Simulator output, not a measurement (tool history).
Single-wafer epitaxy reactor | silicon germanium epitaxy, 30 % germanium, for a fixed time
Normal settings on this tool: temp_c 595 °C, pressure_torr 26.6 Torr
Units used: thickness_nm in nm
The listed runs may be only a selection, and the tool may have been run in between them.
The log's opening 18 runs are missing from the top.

| run | hour | temp_c | pressure_torr | wafers since the last listed run | hours since the last pyrometer calibration | hours since the last manometer calibration | hours since the showerhead was replaced | hours since the gauge calibration | read-back reference wafer on the same gauge, thickness_nm | thickness_nm |
|---|---|---|---|---|---|---|---|---|---|---|
| 19 | 200.9 | 607 | 30.0 | 180 | 103.7 | 60.6 | 80.8 | 124.7 | 56.243 | 82.345 |
| 20 | 218.8 | 595 | 30.9 | 371 | 121.6 | 78.5 | 98.7 | 142.6 | 56.207 | 69.077 |
| 21 | 229.8 | 609 | 33.2 | 228 | 132.6 | 89.5 | 109.7 | 153.6 | 56.236 | 89.578 |
| 22 | 245.9 | 586 | 29.3 | 333 | 148.7 | 105.6 | 125.8 | 169.7 | 56.169 | 58.381 |
| 23 | 258.9 | 595 | 26.6 | 269 | 161.7 | 118.6 | 138.8 | 182.7 | 56.204 | 65.085 |
| 24 | 276.7 | 595 | 26.6 | 369 | 179.5 | 136.4 | 156.6 | 200.5 | 56.306 | 65.265 |
| 25 | 288.6 | 590 | 30.1 | 246 | 191.4 | 148.3 | 168.5 | 212.4 | 56.257 | 63.646 |
| 26 | 297.6 | 595 | 26.6 | 186 | 200.4 | 157.3 | 177.5 | 221.4 | 56.216 | 64.934 |
| 27 | 314.9 | 608 | 20.8 | 358 | 217.7 | 174.6 | 194.8 | 238.7 | 56.264 | 72.496 |
| 28 | 323.1 | 595 | 20.8 | 170 | 225.9 | 182.8 | 203.0 | 246.9 | 56.239 | 58.664 |
| 29 | 329.3 | 609 | 21.5 | 128 | 232.1 | 189.0 | 209.2 | 253.1 | 56.120 | 74.295 |
| 30 | 341.1 | 591 | 31.0 | 244 | 243.9 | 200.8 | 221.0 | 264.9 | 56.202 | 66.018 |
| 31 | 356.4 | 586 | 28.9 | 317 | 259.2 | 216.1 | 236.3 | 280.2 | 56.173 | 58.697 |
| 32 | 372.2 | 595 | 26.6 | 327 | 275.0 | 231.9 | 252.1 | 296.0 | 56.077 | 65.678 |
| 33 | 386.1 | 595 | 26.6 | 288 | 288.9 | 245.8 | 266.0 | 309.9 | 56.249 | 65.966 |

Run 34 has not been measured yet. What should we expect?
| 34 | 392.2 | 595 | 26.6 | 126 | 295.0 | 251.9 | 272.1 | 316.0 | ? | ? |

Run 34 gave read-back reference wafer on the same gauge, thickness_nm 56.179, thickness_nm 65.560 nm.
The same run, on a tool lacking any hidden state, would have yielded thickness_nm 63.613 nm.

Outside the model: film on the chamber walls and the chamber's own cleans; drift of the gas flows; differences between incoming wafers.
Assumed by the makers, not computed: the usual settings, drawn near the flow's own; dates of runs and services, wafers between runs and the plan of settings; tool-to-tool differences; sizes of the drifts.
